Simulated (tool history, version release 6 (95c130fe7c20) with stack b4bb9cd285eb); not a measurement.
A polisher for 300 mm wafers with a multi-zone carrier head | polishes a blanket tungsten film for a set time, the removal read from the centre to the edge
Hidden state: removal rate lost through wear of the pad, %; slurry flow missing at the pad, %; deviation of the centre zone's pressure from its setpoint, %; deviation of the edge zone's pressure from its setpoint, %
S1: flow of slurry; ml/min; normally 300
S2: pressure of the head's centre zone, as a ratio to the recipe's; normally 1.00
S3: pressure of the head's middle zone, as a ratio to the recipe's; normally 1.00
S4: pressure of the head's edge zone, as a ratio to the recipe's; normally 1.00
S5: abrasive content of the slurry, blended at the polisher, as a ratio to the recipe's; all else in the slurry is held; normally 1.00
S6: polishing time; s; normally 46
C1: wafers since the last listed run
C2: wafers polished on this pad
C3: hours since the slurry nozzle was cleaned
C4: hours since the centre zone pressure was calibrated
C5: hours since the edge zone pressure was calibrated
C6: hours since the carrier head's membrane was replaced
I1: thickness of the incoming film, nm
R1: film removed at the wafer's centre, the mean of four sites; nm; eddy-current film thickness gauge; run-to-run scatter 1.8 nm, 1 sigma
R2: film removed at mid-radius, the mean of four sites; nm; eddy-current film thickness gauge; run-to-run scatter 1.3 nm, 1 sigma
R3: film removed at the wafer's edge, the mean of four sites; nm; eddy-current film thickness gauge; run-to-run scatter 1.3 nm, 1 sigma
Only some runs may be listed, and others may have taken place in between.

{"run": 1, "hour": 0.0, "S1": 300, "S2": 1.0, "S3": 1.0, "S4": 1.0, "S5": 1.0, "S6": 46, "C1": 0, "C2": 2946, "C3": 111.2, "C4": 423.7, "C5": 765.8, "C6": 876.5, "I1": 1446.0, "R1": 114.6, "R2": 121.3, "R3": 124.2}
{"hour": 23.4, "done": "worn pad replaced by a new one"}
{"hour": 58.4, "done": "centre zone pressure recalibrated"}
{"run": 2, "hour": 83.7, "S1": 300, "S2": 1.0, "S3": 1.0, "S4": 1.0, "S5": 1.0, "S6": 46, "C1": 831, "C2": 624, "C3": 194.9, "C4": 25.3, "C5": 849.5, "C6": 960.2, "I1": 1410.1, "R1": 126.8, "R2": 123.7, "R3": 123.0}
{"run": 3, "hour": 176.5, "S1": 300, "S2": 1.0, "S3": 1.0, "S4": 1.0, "S5": 1.0, "S6": 46, "C1": 993, "C2": 1617, "C3": 287.7, "C4": 118.1, "C5": 942.3, "C6": 1053.0, "I1": 1423.1, "R1": 120.5, "R2": 121.1, "R3": 124.4}
{"run": 4, "hour": 217.2, "S1": 300, "S2": 1.0, "S3": 1.0, "S4": 0.93, "S5": 1.0, "S6": 46, "C1": 435, "C2": 2053, "C3": 328.4, "C4": 158.8, "C5": 983.0, "C6": 1093.7, "I1": 1452.7, "R1": 123.3, "R2": 122.4, "R3": 119.6}
{"hour": 293.6, "done": "worn pad replaced by a new one"}
{"run": 5, "hour": 305.9, "S1": 300, "S2": 1.0, "S3": 1.0, "S4": 0.93, "S5": 1.0, "S6": 46, "C1": 906, "C2": 131, "C3": 417.1, "C4": 247.5, "C5": 1071.7, "C6": 1182.4, "I1": 1443.5, "R1": 121.8, "R2": 125.1, "R3": 120.0}
{"hour": 335.5, "done": "slurry nozzle cleaned"}
{"run": 6, "hour": 407.8, "S1": 300, "S2": 1.0, "S3": 1.0, "S4": 1.0, "S5": 1.0, "S6": 46, "C1": 1079, "C2": 1211, "C3": 72.3, "C4": 349.4, "C5": 1173.6, "C6": 1284.3, "I1": 1439.6, "R1": 114.5, "R2": 124.3, "R3": 122.5}
{"run": 7, "hour": 487.1, "S1": 300, "S2": 1.0, "S3": 1.0, "S4": 1.0, "S5": 1.0, "S6": 46, "C1": 848, "C2": 2060, "C3": 151.6, "C4": 428.7, "C5": 1252.9, "C6": 1363.6, "I1": 1429.4, "R1": 117.4, "R2": 124.6, "R3": 123.4}
{"hour": 573.0, "done": "centre zone pressure recalibrated"}
{"hour": 597.1, "done": "worn pad replaced by a new one"}
{"run": 8, "hour": 597.6, "S1": 300, "S2": 1.0, "S3": 0.91, "S4": 1.0, "S5": 1.0, "S6": 46, "C1": 1118, "C2": 5, "C3": 262.1, "C4": 24.6, "C5": 1363.4, "C6": 1474.1, "I1": 1420.3, "R1": 120.8, "R2": 112.2, "R3": 123.0}
{"run": 9, "hour": 658.9, "S1": 265, "S2": 1.0, "S3": 1.0, "S4": 1.0, "S5": 1.0, "S6": 46, "C1": 656, "C2": 661, "C3": 323.4, "C4": 85.9, "C5": 1424.7, "C6": 1535.4, "I1": 1419.2, "R1": 120.9, "R2": 119.8, "R3": 124.5}
{"hour": 715.8, "done": "slurry nozzle cleaned"}
{"run": 10, "hour": 748.7, "S1": 265, "S2": 1.0, "S3": 1.0, "S4": 1.0, "S5": 1.0, "S6": 46, "C1": 950, "C2": 1611, "C3": 32.9, "C4": 175.7, "C5": 1514.5, "C6": 1625.2, "I1": 1468.4, "R1": 116.5, "R2": 119.6, "R3": 121.6}
{"hour": 759.4, "done": "edge zone pressure recalibrated"}
{"run": 11, "hour": 843.3, "S1": 300, "S2": 1.0, "S3": 1.05, "S4": 1.0, "S5": 1.0, "S6": 46, "C1": 991, "C2": 2602, "C3": 127.5, "C4": 270.3, "C5": 83.9, "C6": 1719.8, "I1": 1418.1, "R1": 121.3, "R2": 126.1, "R3": 124.5}
{"hour": 903.0, "done": "carrier head's membrane replaced by a new one"}
{"run": 12, "hour": 903.5, "S1": 265, "S2": 1.0, "S3": 1.0, "S4": 1.0, "S5": 1.0, "S6": 46, "C1": 590, "C2": 3193, "C3": 187.7, "C4": 330.5, "C5": 144.1, "C6": 0.5, "I1": 1425.8, "R1": 113.4, "R2": 120.3, "R3": 124.3}
{"hour": 945.2, "done": "worn pad replaced by a new one"}
{"run": 13, "hour": 947.2, "S1": 380, "S2": 1.06, "S3": 1.0, "S4": 1.04, "S5": 1.2, "S6": 46, "C1": 424, "C2": 21, "C3": 231.4, "C4": 374.2, "C5": 187.8, "C6": 44.2, "I1": 1436.4, "R1": 128.3, "R2": 130.8, "R3": 133.3}
{"hour": 1064.9, "done": "centre zone pressure recalibrated"}
{"hour": 1105.3, "done": "slurry nozzle cleaned"}
{"run": 14, "hour": 1168.8, "S1": 300, "S2": 1.07, "S3": 1.0, "S4": 1.0, "S5": 1.0, "S6": 41, "C1": 2339, "C2": 2361, "C3": 63.5, "C4": 103.9, "C5": 409.4, "C6": 265.8, "I1": 1441.4, "R1": 117.2, "R2": 109.4, "R3": 109.9}
{"run": 15, "hour": 1228.1, "S1": 300, "S2": 1.0, "S3": 1.0, "S4": 1.0, "S5": 1.0, "S6": 46, "C1": 634, "C2": 2996, "C3": 122.8, "C4": 163.2, "C5": 468.7, "C6": 325.1, "I1": 1431.1, "R1": 121.7, "R2": 122.4, "R3": 123.7}
{"run": 16, "hour": 1268.9, "S1": 300, "S2": 1.0, "S3": 1.0, "S4": 1.0, "S5": 0.8, "S6": 46, "C1": 436, "C2": 3433, "C3": 163.6, "C4": 204.0, "C5": 509.5, "C6": 365.9, "I1": 1418.5, "R1": 117.6, "R2": 117.3, "R3": 118.4}
{"hour": 1279.1, "done": "worn pad replaced by a new one"}
{"run": 17, "hour": 1325.5, "S1": 300, "S2": 1.0, "S3": 0.92, "S4": 1.0, "S5": 0.9, "S6": 46, "C1": 562, "C2": 496, "C3": 220.2, "C4": 260.6, "C5": 566.1, "C6": 422.5, "I1": 1448.8, "R1": 119.9, "R2": 111.8, "R3": 122.1}
{"run": 18, "hour": 1432.1, "S1": 300, "S2": 1.0, "S3": 1.0, "S4": 1.09, "S5": 0.75, "S6": 57, "C1": 1140, "C2": 1637, "C3": 326.8, "C4": 367.2, "C5": 672.7, "C6": 529.1, "I1": 1457.8, "R1": 137.4, "R2": 143.3, "R3": 150.7}
{"hour": 1508.1, "done": "slurry nozzle cleaned"}
{"run": 19, "hour": 1519.5, "S1": 200, "S2": 1.0, "S3": 1.0, "S4": 1.09, "S5": 0.85, "S6": 46, "C1": 924, "C2": 2562, "C3": 11.4, "C4": 454.6, "C5": 760.1, "C6": 616.5, "I1": 1421.5, "R1": 106.5, "R2": 114.3, "R3": 122.0}
{"hour": 1557.3, "done": "centre zone pressure recalibrated"}
{"run": 20, "hour": 1558.2, "S1": 230, "S2": 1.06, "S3": 1.08, "S4": 1.05, "S5": 1.0, "S6": 46, "C1": 392, "C2": 2955, "C3": 50.1, "C4": 0.9, "C5": 798.8, "C6": 655.2, "I1": 1444.2, "R1": 124.5, "R2": 127.7, "R3": 121.8}

5 ways to go on from here, each from the tool as it stands after run 20. What would each give?
{"run": "A", "hour": 1558.6, "S1": 300, "S2": 1.0, "S3": 1.0, "S4": 1.0, "S5": 1.0, "S6": 34, "C1": 4, "C2": 2959, "C3": 50.5, "C4": 1.3, "C5": 799.2, "C6": 655.6, "I1": 1456.8, "R1": "?", "R2": "?", "R3": "?"}
{"run": "B", "hour": 1558.6, "S1": 220, "S2": 1.0, "S3": 0.94, "S4": 1.0, "S5": 1.0, "S6": 59, "C1": 4, "C2": 2959, "C3": 50.5, "C4": 1.3, "C5": 799.2, "C6": 655.6, "I1": 1456.8, "R1": "?", "R2": "?", "R3": "?"}
{"run": "C", "hour": 1558.6, "S1": 395, "S2": 1.09, "S3": 1.07, "S4": 1.0, "S5": 1.1, "S6": 46, "C1": 4, "C2": 2959, "C3": 50.5, "C4": 1.3, "C5": 799.2, "C6": 655.6, "I1": 1456.8, "R1": "?", "R2": "?", "R3": "?"}
{"run": "D", "hour": 1558.6, "S1": 300, "S2": 1.0, "S3": 1.0, "S4": 1.05, "S5": 1.1, "S6": 46, "C1": 4, "C2": 2959, "C3": 50.5, "C4": 1.3, "C5": 799.2, "C6": 655.6, "I1": 1456.8, "R1": "?", "R2": "?", "R3": "?"}
{"run": "E", "hour": 1558.6, "S1": 335, "S2": 1.0, "S3": 1.0, "S4": 0.9, "S5": 1.0, "S6": 55, "C1": 4, "C2": 2959, "C3": 50.5, "C4": 1.3, "C5": 799.2, "C6": 655.6, "I1": 1456.8, "R1": "?", "R2": "?", "R3": "?"}

run=A R1=87.9 R2=90.2 R3=92.4
run=B R1=147.5 R2=144.2 R3=156.8
run=C R1=135.3 R2=134.6 R3=129.5
run=D R1=121.4 R2=124.5 R3=130.6
run=E R1=143.6 R2=147.2 R3=143.2
Stripped of hidden state, with their random variation kept, the same runs would have yielded:
run=A R1=88.1 R2=90.2 R3=92.4
run=B R1=147.8 R2=144.2 R3=156.8
run=C R1=135.6 R2=134.6 R3=129.5
run=D R1=121.7 R2=124.5 R3=130.6
run=E R1=144.0 R2=147.2 R3=143.2
